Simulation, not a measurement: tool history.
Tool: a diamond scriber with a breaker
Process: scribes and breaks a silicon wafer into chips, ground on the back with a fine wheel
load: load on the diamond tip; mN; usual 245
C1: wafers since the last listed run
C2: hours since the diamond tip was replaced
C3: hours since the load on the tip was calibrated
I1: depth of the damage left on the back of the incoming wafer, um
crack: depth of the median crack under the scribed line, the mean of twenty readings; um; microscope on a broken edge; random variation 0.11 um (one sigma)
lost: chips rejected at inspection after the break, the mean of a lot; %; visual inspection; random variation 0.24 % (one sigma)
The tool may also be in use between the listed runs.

Run 1, hour 0: usual settings; C1 0; C2 810.2; C3 971; I1 1.9. Result: crack 6.48 um, lost 14.07 %.
Run 2, hour 25.6: usual settings but load 278 mN; C1 52; C2 835.8; C3 996.6; I1 2.49. Result: crack 7.1 um, lost 9.6 %.
Run 3, hour 47.3: usual settings but load 278 mN; C1 44; C2 857.5; C3 1018.3; I1 2.11. Result: crack 7.16 um, lost 8.8 %.
Run 4, hour 71.5: usual settings but load 192 mN; C1 49; C2 881.7; C3 1042.5; I1 2.75. Result: crack 5.43 um, lost 45.78 %.
Run 5, hour 104.9: usual settings but load 192 mN; C1 68; C2 915.1; C3 1075.9; I1 2.49. Result: crack 5.42 um, lost 42.01 %.
Run 6, hour 122.9: usual settings; C1 36; C2 933.1; C3 1093.9; I1 2.42. Result: crack 6.51 um, lost 19.26 %.
At hour 140.9: load on the tip recalibrated.
Run 7, hour 174.2: usual settings; C1 100; C2 984.4; C3 33.3; I1 1.54. Result: crack 6.35 um, lost 15.77 %.
Run 8, hour 199.5: usual settings but load 192 mN; C1 51; C2 1009.7; C3 58.6; I1 2.29. Result: crack 5.37 um, lost 42.94 %.
Run 9, hour 218.3: usual settings but load 307 mN; C1 38; C2 1028.5; C3 77.4; I1 2.54. Result: crack 7.6 um, lost 5.21 %.
At hour 248.2: diamond tip replaced by a new one, of another model than before.
Run 10, hour 248.7: usual settings but load 312 mN; C1 58; C2 0.5; C3 107.8; I1 2.29. Result: crack 8.35 um, lost 6.52 %.
Run 11, hour 281.4: usual settings but load 282 mN; C1 66; C2 33.2; C3 140.5; I1 2.61. Result: crack 8.06 um, lost 4.73 %.
Run 12, hour 296: usual settings but load 182 mN; C1 29; C2 47.8; C3 155.1; I1 2.49. Result: crack 6.41 um, lost 16.7 %.
Run 13, hour 324: usual settings but load 213 mN; C1 57; C2 75.8; C3 183.1; I1 1.66. Result: crack 6.87 um, lost 8.54 %.
Run 14, hour 345.8: usual settings but load 279 mN; C1 44; C2 97.6; C3 204.9; I1 2.09. Result: crack 7.53 um, lost 3.12 %.
Run 15, hour 358.7: usual settings; C1 26; C2 110.5; C3 217.8; I1 2.39. Result: crack 7.07 um, lost 7.39 %.

Measured less the same run without the tool's hidden state. The same run-to-run variation is in both; the gauge's scatter may not be:
The hidden state here: share of the diamond tip's cutting effectiveness lost through wear, %; deviation of the load on the tip from its setpoint, %.
run  crack    lost
  1  -1.33  +11.57
  2  -1.47   +2.87
  3  -1.49   +2.52
  4  -1.14  +28.71
  5  -1.15  +27.24
  6  -1.38  +14.95
  7  -1.36  +13.59
  8  -1.16  +28.61
  9  -1.65   -5.44
 10  -0.21   -1.78
 11  -0.34   -1.02
 12  -0.32   +5.35
 13  -0.44   +4.47
 14  -0.56   -0.99
 15  -0.57   +3.02
